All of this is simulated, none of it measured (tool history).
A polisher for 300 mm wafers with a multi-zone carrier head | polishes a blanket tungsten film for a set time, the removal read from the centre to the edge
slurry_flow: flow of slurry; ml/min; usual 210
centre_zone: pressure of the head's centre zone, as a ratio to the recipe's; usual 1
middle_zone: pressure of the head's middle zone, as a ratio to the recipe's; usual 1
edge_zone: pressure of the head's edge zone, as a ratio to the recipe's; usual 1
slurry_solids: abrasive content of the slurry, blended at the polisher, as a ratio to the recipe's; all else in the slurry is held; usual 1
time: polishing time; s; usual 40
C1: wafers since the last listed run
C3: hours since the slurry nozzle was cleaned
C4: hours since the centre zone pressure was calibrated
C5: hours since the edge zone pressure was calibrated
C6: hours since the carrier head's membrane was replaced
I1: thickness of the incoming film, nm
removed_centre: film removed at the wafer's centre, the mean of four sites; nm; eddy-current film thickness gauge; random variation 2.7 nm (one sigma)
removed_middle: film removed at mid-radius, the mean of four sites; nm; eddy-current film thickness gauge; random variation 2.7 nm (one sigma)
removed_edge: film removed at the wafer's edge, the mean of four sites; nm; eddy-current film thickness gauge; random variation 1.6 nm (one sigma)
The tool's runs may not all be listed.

{"run": 1, "day": 0.0, "slurry_flow": 210, "centre_zone": 1, "middle_zone": 1, "edge_zone": 1, "slurry_solids": 1, "time": 40, "C1": 0, "wafers polished on this pad": 361, "C3": 397.8, "C4": 930, "C5": 965.6, "C6": 1087.4, "I1": 999.5, "removed_centre": 161.8, "removed_middle": 177.2, "removed_edge": 185.9}
{"day": 1.271, "done": "edge zone pressure recalibrated"}
{"run": 2, "day": 1.408, "slurry_flow": 175, "centre_zone": 1, "middle_zone": 1, "edge_zone": 1, "slurry_solids": 1, "time": 46, "C1": 380, "wafers polished on this pad": 741, "C3": 431.6, "C4": 963.8, "C5": 3.3, "C6": 1121.2, "I1": 1003.8, "removed_centre": 164.4, "removed_middle": 191.4, "removed_edge": 199.8}
{"run": 3, "day": 2.092, "slurry_flow": 175, "centre_zone": 1, "middle_zone": 1, "edge_zone": 1, "slurry_solids": 1, "time": 46, "C1": 196, "wafers polished on this pad": 938, "C3": 448, "C4": 980.2, "C5": 19.7, "C6": 1137.6, "I1": 1003.9, "removed_centre": 161.5, "removed_middle": 186, "removed_edge": 200.2}
{"day": 2.525, "done": "slurry nozzle cleaned"}
{"day": 3.542, "done": "worn pad replaced by a new one"}
{"run": 4, "day": 3.562, "slurry_flow": 210, "centre_zone": 1, "middle_zone": 1, "edge_zone": 0.92, "slurry_solids": 1, "time": 40, "C1": 362, "wafers polished on this pad": 6, "C3": 24.9, "C4": 1015.5, "C5": 55, "C6": 1172.9, "I1": 1006.4, "removed_centre": 164.5, "removed_middle": 188, "removed_edge": 185.4}
{"run": 5, "day": 4.125, "slurry_flow": 210, "centre_zone": 1, "middle_zone": 1, "edge_zone": 0.92, "slurry_solids": 1, "time": 40, "C1": 161, "wafers polished on this pad": 168, "C3": 38.4, "C4": 1029, "C5": 68.5, "C6": 1186.4, "I1": 1002.5, "removed_centre": 155.4, "removed_middle": 185.5, "removed_edge": 181.6}
{"run": 6, "day": 4.754, "slurry_flow": 210, "centre_zone": 1, "middle_zone": 1, "edge_zone": 0.92, "slurry_solids": 1, "time": 40, "C1": 180, "wafers polished on this pad": 348, "C3": 53.5, "C4": 1044.1, "C5": 83.6, "C6": 1201.5, "I1": 994.2, "removed_centre": 157.2, "removed_middle": 181, "removed_edge": 177.8}
{"run": 7, "day": 5.617, "slurry_flow": 150, "centre_zone": 1, "middle_zone": 1.1, "edge_zone": 1, "slurry_solids": 1, "time": 40, "C1": 247, "wafers polished on this pad": 596, "C3": 74.2, "C4": 1064.8, "C5": 104.3, "C6": 1222.2, "I1": 1005.4, "removed_centre": 140.6, "removed_middle": 181.6, "removed_edge": 170.2}
{"run": 8, "day": 6.917, "slurry_flow": 210, "centre_zone": 0.95, "middle_zone": 1, "edge_zone": 1, "slurry_solids": 1, "time": 40, "C1": 373, "wafers polished on this pad": 970, "C3": 105.4, "C4": 1096, "C5": 135.5, "C6": 1253.4, "I1": 1004.7, "removed_centre": 134.1, "removed_middle": 169.2, "removed_edge": 176.2}
{"day": 8.088, "done": "worn pad replaced by a new one"}
{"run": 9, "day": 8.233, "slurry_flow": 210, "centre_zone": 1, "middle_zone": 1, "edge_zone": 1, "slurry_solids": 1.25, "time": 40, "C1": 330, "wafers polished on this pad": 42, "C3": 137, "C4": 1127.6, "C5": 167.1, "C6": 1285, "I1": 993.9, "removed_centre": 161.5, "removed_middle": 196.6, "removed_edge": 200.8}
{"run": 10, "day": 9.496, "slurry_flow": 275, "centre_zone": 1, "middle_zone": 1, "edge_zone": 1, "slurry_solids": 1, "time": 40, "C1": 362, "wafers polished on this pad": 405, "C3": 167.3, "C4": 1157.9, "C5": 197.4, "C6": 1315.3, "I1": 1014.2, "removed_centre": 147, "removed_middle": 176.1, "removed_edge": 179.1}
{"day": 9.842, "done": "centre zone pressure recalibrated"}
{"run": 11, "day": 10.496, "slurry_flow": 210, "centre_zone": 1, "middle_zone": 1, "edge_zone": 0.93, "slurry_solids": 1.1, "time": 40, "C1": 263, "wafers polished on this pad": 668, "C3": 191.3, "C4": 15.7, "C5": 221.4, "C6": 1339.3, "I1": 1005.3, "removed_centre": 172.4, "removed_middle": 169.8, "removed_edge": 168.9}
{"run": 12, "day": 10.996, "slurry_flow": 210, "centre_zone": 1, "middle_zone": 1, "edge_zone": 1, "slurry_solids": 1, "time": 40, "C1": 143, "wafers polished on this pad": 812, "C3": 203.3, "C4": 27.7, "C5": 233.4, "C6": 1351.3, "I1": 997.6, "removed_centre": 168.3, "removed_middle": 166, "removed_edge": 172.2}
{"day": 11.783, "done": "carrier head's membrane replaced by a new one"}
{"run": 13, "day": 12.033, "slurry_flow": 210, "centre_zone": 1, "middle_zone": 1, "edge_zone": 1, "slurry_solids": 1, "time": 40, "C1": 238, "wafers polished on this pad": 1050, "C3": 228.2, "C4": 52.6, "C5": 258.3, "C6": 6, "I1": 1010, "removed_centre": 161.9, "removed_middle": 164.5, "removed_edge": 165.6}
{"day": 12.8, "done": "worn pad replaced by a new one"}
{"run": 14, "day": 13.354, "slurry_flow": 150, "centre_zone": 1, "middle_zone": 1.11, "edge_zone": 1, "slurry_solids": 0.9, "time": 40, "C1": 331, "wafers polished on this pad": 159, "C3": 259.9, "C4": 84.3, "C5": 290, "C6": 37.7, "I1": 994.8, "removed_centre": 162.2, "removed_middle": 184, "removed_edge": 178.2}

Run 15 comes next. What will it give?
{"run": 15, "day": 13.962, "slurry_flow": 210, "centre_zone": 1, "middle_zone": 1, "edge_zone": 1, "slurry_solids": 1.25, "time": 35, "C1": 174, "wafers polished on this pad": 334, "C3": 274.5, "C4": 98.9, "C5": 304.6, "C6": 52.3, "I1": 1016.8, "removed_centre": "?", "removed_middle": "?", "removed_edge": "?"}

{"run 15": {"removed_centre": 160.1, "removed_middle": 161.5, "removed_edge": 170.7}}
Without the tool's hidden state the same run would have given removed_centre 171.6 nm, removed_middle 173 nm, removed_edge 182.8 nm.
